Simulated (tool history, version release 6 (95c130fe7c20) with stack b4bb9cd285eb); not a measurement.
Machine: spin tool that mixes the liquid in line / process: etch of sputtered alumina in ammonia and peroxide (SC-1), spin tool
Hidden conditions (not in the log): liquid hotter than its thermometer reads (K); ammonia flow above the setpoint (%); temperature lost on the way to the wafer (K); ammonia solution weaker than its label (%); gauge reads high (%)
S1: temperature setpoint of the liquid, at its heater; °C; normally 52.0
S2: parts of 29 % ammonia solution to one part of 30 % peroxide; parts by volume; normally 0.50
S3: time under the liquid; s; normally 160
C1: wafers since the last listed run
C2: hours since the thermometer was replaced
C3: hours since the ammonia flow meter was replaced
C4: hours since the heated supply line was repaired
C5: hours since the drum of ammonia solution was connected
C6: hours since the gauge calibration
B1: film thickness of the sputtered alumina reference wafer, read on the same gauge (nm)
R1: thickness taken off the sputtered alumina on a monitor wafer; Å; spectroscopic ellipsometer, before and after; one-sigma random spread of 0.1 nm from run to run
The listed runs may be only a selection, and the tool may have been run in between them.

run,hour,S1,S2,S3,C1,C2,C3,C4,C5,C6,B1,R1
1,0.0,52.0,0.50,160,0,1809.2,1468.6,2072.4,91.4,458.0,79.97,160.1
2,75.3,52.0,0.50,95,662,1884.5,1543.9,2147.7,166.7,533.3,80.00,95.5
3,148.3,52.0,0.55,160,641,1957.5,1616.9,2220.7,239.7,606.3,79.98,162.6
4,226.7,52.0,0.55,160,689,2035.9,1695.3,2299.1,318.1,684.7,80.02,162.9
5,329.3,52.0,0.40,125,902,2138.5,1797.9,2401.7,420.7,787.3,80.03,122.6
6,419.7,52.0,0.50,160,794,2228.9,1888.3,2492.1,511.1,877.7,80.01,162.3
# hour 469.4: thermometer replaced
7,497.7,52.0,0.50,160,677,28.3,1966.3,2570.1,589.1,955.7,80.00,160.9
8,584.6,52.0,0.50,160,764,115.2,2053.2,2657.0,676.0,1042.6,80.01,161.6
9,655.0,57.0,0.35,160,619,185.6,2123.6,2727.4,746.4,1113.0,80.02,203.5
# hour 691.6: heated supply line repaired
10,696.9,52.0,0.60,90,359,227.5,2165.5,5.3,788.3,1154.9,79.97,91.9
# hour 747.8: ammonia flow meter replaced
# hour 788.8: gauge calibrated
11,791.0,52.0,0.55,160,818,321.6,43.2,99.4,882.4,2.2,79.99,161.5
# hour 824.3: new drum of ammonia solution connected
12,838.7,61.0,0.50,160,410,369.3,90.9,147.1,14.4,49.9,80.01,257.1
13,928.9,57.5,0.50,160,793,459.5,181.1,237.3,104.6,140.1,80.00,215.7
14,972.3,52.0,0.40,125,381,502.9,224.5,280.7,148.0,183.5,80.04,122.6
15,1013.8,61.5,0.50,160,364,544.4,266.0,322.2,189.5,225.0,80.00,265.9
16,1097.4,52.0,0.60,215,735,628.0,349.6,405.8,273.1,308.6,80.03,216.9
17,1151.7,43.5,0.30,115,477,682.3,403.9,460.1,327.4,362.9,79.94,68.4

List, for all runs, the conditions of the tool that the log does not record:
liquid hotter than its thermometer reads (K): 0, the same for each run
ammonia flow above the setpoint (%): 0, the same for each run
temperature lost on the way to the wafer (K): 0, the same for each run
ammonia solution weaker than its label (%): 0, the same for each run
gauge reads high (%): 0, the same for each run

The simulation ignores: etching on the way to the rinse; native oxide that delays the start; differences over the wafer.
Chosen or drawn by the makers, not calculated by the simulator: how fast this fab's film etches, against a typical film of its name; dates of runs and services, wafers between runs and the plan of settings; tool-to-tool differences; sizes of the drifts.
